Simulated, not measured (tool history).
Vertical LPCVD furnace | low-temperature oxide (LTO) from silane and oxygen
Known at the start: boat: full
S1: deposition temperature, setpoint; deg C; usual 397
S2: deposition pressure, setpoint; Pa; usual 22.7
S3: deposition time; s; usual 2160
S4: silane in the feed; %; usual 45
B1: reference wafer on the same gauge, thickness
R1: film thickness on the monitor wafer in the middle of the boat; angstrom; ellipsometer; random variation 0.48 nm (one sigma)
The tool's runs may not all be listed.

run,day,S1,S2,S3,S4,B1,R1
1,0,397,22.7,2160,45,298.96,2704.5
2,0.679,397,22.7,2160,45,299.2,2707.2
3,1.267,402,22.7,2160,45,299.18,2848.8
4,1.95,402,22.7,2160,45,298.9,2847.5
5,2.504,397,22.7,2160,45,298.88,2710.5
6,3.183,397,22.7,2160,45,298.67,2699.1
7,3.567,392,22.7,2160,43,299.25,2448.7
8,4.004,392,22.7,2160,43,298.84,2439.3
9,4.517,397,22.7,1770,45,299.04,2224.2
# day 5.742: thermocouples replaced and temperature profile calibrated
# day 6.604: silane flow controller replaced
10,6.625,397,22.7,1770,45,299.06,2149.1
11,6.775,389,22.7,2160,39,299.05,2027
12,7.196,389,22.7,2160,39,299.11,2034.9
13,7.683,397,22.7,1530,41,298.98,1669.6
# day 9.125: pressure gauge zeroed
14,9.146,401,25.3,2160,45,299.13,3042.4
15,10,401,25.3,2160,45,298.73,3036.6
16,10.5,397,22.7,2160,45,298.81,2612.6
17,10.796,397,27.3,2610,50,299.27,4198
18,11.121,397,22.7,2490,45,298.83,3006.5
19,11.625,397,20,2400,45,298.96,2565
20,12.308,397,18,2160,45,298.94,2079.1
21,12.662,397,21.3,2160,45,299.27,2452.4
22,13.112,391,24,2160,45,298.87,2599.9
# day 13.621: gauge calibrated
23,13.846,397,22.7,2160,45,298.93,2618.9
24,15.296,401,22.7,2940,40,298.97,3264.8
25,15.612,397,22.7,2160,45,299.09,2615.9
26,16.104,397,22.7,1560,40,299.02,1656.1
27,16.667,397,22.7,2160,45,298.76,2617.3
28,17.125,397,22.7,1530,50,299.14,2044.9
29,17.471,397,22.7,1470,39,298.72,1512.1
30,17.925,400,18.7,1860,50,299,2107.6

Forecast each of these 4 alternatives for the next run:
A,18.079,397,22.7,3000,45,?,?
B,18.079,397,26,1740,40,?,?
C,18.079,397,25.3,2160,45,?,?
D,18.079,403,22.7,2160,45,?,?

run,B1,R1
A,298.9,3633
B,298.9,2118.2
C,298.9,2923.5
D,298.9,2787.4
Without the tool's hidden state the same runs would have given:
run,R1
A,3623
B,2112.1
C,2915.4
D,2779.9
